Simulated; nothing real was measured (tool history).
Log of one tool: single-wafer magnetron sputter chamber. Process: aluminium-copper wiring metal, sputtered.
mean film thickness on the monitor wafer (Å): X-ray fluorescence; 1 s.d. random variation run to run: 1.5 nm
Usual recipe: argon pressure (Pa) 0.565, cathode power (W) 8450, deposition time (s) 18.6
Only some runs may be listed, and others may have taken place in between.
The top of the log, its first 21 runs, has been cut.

run    hour  argon pressure (Pa)  cathode power (W)  deposition time (s)  read-back reference wafer on the same gauge, thickness_nm  mean film thickness on the monitor wafer (Å)
 22  1676.7                0.502               7400                 18.6                                                    260.917                                       2328.38
 23  1733.7                0.565               8450                 18.6                                                    260.924                                       2473.71
 24  1789.3                0.431               7150                 18.6                                                    260.757                                       2348.98
 25  1852.2                0.565               8450                 18.6                                                    260.996                                       2440.53
 26  1934.1                0.565               8450                 21.8                                                    260.863                                       2826.45
     2050.5  -- sputter target and shields replaced
 27  2090.9                0.565               9800                 18.6                                                    261.169                                       2846.83
     2164.4  -- capacitance manometer re-zeroed and calibrated
 28  2172.5                0.371               7650                 21.4                                                    261.057                                       2963.26
 29  2236.9                0.565               8450                 21.5                                                    260.771                                       2824.06

Forecast run 30:
 30  2293                0.791              10400                 16.2                                                          ?                                             ?

For run 30 the tool returned read-back reference wafer on the same gauge, thickness_nm 261.377, mean film thickness on the monitor wafer (Å) 2206.68.
If the tool had no hidden condition, the same run with the same run-to-run variation would have returned mean film thickness on the monitor wafer (Å) 2324.43.
